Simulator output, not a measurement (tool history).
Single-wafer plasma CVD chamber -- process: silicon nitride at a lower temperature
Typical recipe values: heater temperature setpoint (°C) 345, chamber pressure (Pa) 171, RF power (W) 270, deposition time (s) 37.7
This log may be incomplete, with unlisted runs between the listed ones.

run,hour,heater temperature setpoint (°C),chamber pressure (Pa),RF power (W),deposition time (s),"read-back reference wafer on the same gauge, thickness_nm",mean film thickness on the monitor wafer (Å)
1,0,345,171,270,37.7,43.003,345.82
2,7.7,345,171,270,37.7,42.997,346.27
# hour 26.7: thermocouple changed; heater temperature recalibrated
3,27.2,345,171,270,37.7,43.001,344.13
4,36.8,345,171,270,37.7,42.993,344.19
5,48.1,354,171,270,31.7,43.023,289.29
# hour 56.6: RF generator calibrated
6,57.1,354,171,270,31.7,43.023,307.38
7,77.3,354,171,270,31.7,43.001,306.58
8,103.3,358,171,315,37.7,42.987,409.79
9,110,345,137,270,44.3,43.034,410.25
10,117.9,345,199,270,37.7,43.012,375.82
# hour 133.6: capacitance manometer re-zeroed and calibrated
11,134.1,345,145,305,44,42.965,453.46
# hour 150.9: showerhead replaced, of another model than before
12,151.4,345,189,270,40.3,43.002,396.87
13,153.1,345,171,270,37.7,42.992,364.88
14,160.9,345,171,285,37.7,42.955,379.03
15,173.1,345,171,270,37.7,42.978,363.89
16,185.3,356,171,270,37.7,43.035,363.35
17,197.6,345,171,255,37.7,42.969,351.66
# hour 213.4: gauge calibrated
18,213.9,353,179,270,37.7,42.991,367.77
19,223.9,345,157,270,37.7,43.016,360.42
20,233.4,345,171,320,37.7,43.017,402.25
21,242.1,345,171,300,37.7,43.041,385.73
22,250.1,345,211,245,30.7,43.023,288.29
23,257.4,345,171,300,37.7,43.01,386.19
24,271.2,356,191,240,40,43.003,363.41
25,287.7,345,136,270,37.7,42.955,349.26
26,300.4,331,171,270,37.7,43.003,363.33
27,309.4,345,171,270,37.7,43.004,363.19
28,317.6,345,171,270,41.1,42.994,393.72

Below are 5 alternative next runs, each starting from the tool's condition after run 28. Predict each:
A,318,345,200,270,37.7,?,?
B,318,352,171,270,31.1,?,?
C,318,356,209,225,37.7,?,?
D,318,345,159,320,40.4,?,?
E,318,353,193,290,30.5,?,?

run,"read-back reference wafer on the same gauge, thickness_nm",mean film thickness on the monitor wafer (Å)
A,43,372.71
B,43,299.23
C,43,335.28
D,43,426.05
E,43,312.35
Take away the tool's hidden state, keep each run's random variation, and the runs would have read:
run,mean film thickness on the monitor wafer (Å)
A,379.84
B,304.96
C,341.97
D,433.7
E,318.11

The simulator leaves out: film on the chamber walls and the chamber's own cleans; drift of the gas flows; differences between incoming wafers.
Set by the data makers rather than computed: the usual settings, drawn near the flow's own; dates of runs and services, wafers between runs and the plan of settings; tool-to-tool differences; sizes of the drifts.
